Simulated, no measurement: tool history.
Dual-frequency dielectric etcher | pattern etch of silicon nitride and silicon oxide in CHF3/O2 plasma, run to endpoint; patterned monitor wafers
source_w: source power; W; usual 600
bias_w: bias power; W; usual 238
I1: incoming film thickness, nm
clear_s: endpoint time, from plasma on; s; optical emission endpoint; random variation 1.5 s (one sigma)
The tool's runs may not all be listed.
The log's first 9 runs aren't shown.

run 10 hour=103.8 | source_w=600 bias_w=238 | I1=302.0 | clear_s=179.2
run 11 hour=114.3 | source_w=650 bias_w=238 | I1=299.3 | clear_s=171.9
run 12 hour=126.0 | source_w=600 bias_w=259 | I1=299.4 | clear_s=170.3
run 13 hour=135.8 | source_w=600 bias_w=238 | I1=302.5 | clear_s=176.8
-- hour=170.3 source power generator calibrated
run 14 hour=174.9 | source_w=600 bias_w=238 | I1=302.1 | clear_s=177.2
run 15 hour=183.2 | source_w=600 bias_w=238 | I1=296.5 | clear_s=175.4
-- hour=211.7 upper electrode replaced
run 16 hour=212.2 | source_w=600 bias_w=238 | I1=302.3 | clear_s=182.0
-- hour=229.5 bias power generator calibrated
run 17 hour=230.0 | source_w=470 bias_w=295 | I1=303.4 | clear_s=174.8
run 18 hour=238.4 | source_w=600 bias_w=238 | I1=300.0 | clear_s=178.1
-- hour=270.0 wet clean of the chamber
run 19 hour=270.5 | source_w=600 bias_w=294 | I1=300.7 | clear_s=153.6
run 20 hour=281.2 | source_w=540 bias_w=259 | I1=300.5 | clear_s=169.8
run 21 hour=288.4 | source_w=600 bias_w=238 | I1=298.7 | clear_s=169.2
run 22 hour=305.2 | source_w=560 bias_w=209 | I1=302.5 | clear_s=185.5
run 23 hour=312.7 | source_w=490 bias_w=287 | I1=301.7 | clear_s=162.6
run 24 hour=328.4 | source_w=600 bias_w=238 | I1=298.1 | clear_s=167.9
run 25 hour=339.1 | source_w=730 bias_w=290 | I1=300.5 | clear_s=148.7
run 26 hour=355.4 | source_w=720 bias_w=238 | I1=300.9 | clear_s=162.7
run 27 hour=368.4 | source_w=480 bias_w=218 | I1=306.0 | clear_s=193.5
run 28 hour=375.5 | source_w=600 bias_w=238 | I1=300.7 | clear_s=172.0
run 29 hour=386.2 | source_w=720 bias_w=195 | I1=300.3 | clear_s=178.1
run 30 hour=400.8 | source_w=550 bias_w=258 | I1=300.2 | clear_s=169.7
run 31 hour=446.8 | source_w=600 bias_w=238 | I1=298.4 | clear_s=172.4
run 32 hour=461.4 | source_w=660 bias_w=219 | I1=302.1 | clear_s=179.0
run 33 hour=477.9 | source_w=600 bias_w=197 | I1=300.1 | clear_s=186.3

Forecast each of these 5 alternatives for the next run:
run A hour=478.4 | source_w=690 bias_w=238 | I1=300.3 | clear_s=?
run B hour=478.4 | source_w=460 bias_w=190 | I1=300.3 | clear_s=?
run C hour=478.4 | source_w=710 bias_w=220 | I1=300.3 | clear_s=?
run D hour=478.4 | source_w=600 bias_w=266 | I1=300.3 | clear_s=?
run E hour=478.4 | source_w=520 bias_w=238 | I1=300.3 | clear_s=?

run=A clear_s=165.9
run=B clear_s=206.2
run=C clear_s=170.7
run=D clear_s=163.7
run=E clear_s=179.2
Without the tool's hidden state the same runs would have given:
run=A clear_s=161.7
run=B clear_s=200.9
run=C clear_s=166.4
run=D clear_s=159.6
run=E clear_s=174.6

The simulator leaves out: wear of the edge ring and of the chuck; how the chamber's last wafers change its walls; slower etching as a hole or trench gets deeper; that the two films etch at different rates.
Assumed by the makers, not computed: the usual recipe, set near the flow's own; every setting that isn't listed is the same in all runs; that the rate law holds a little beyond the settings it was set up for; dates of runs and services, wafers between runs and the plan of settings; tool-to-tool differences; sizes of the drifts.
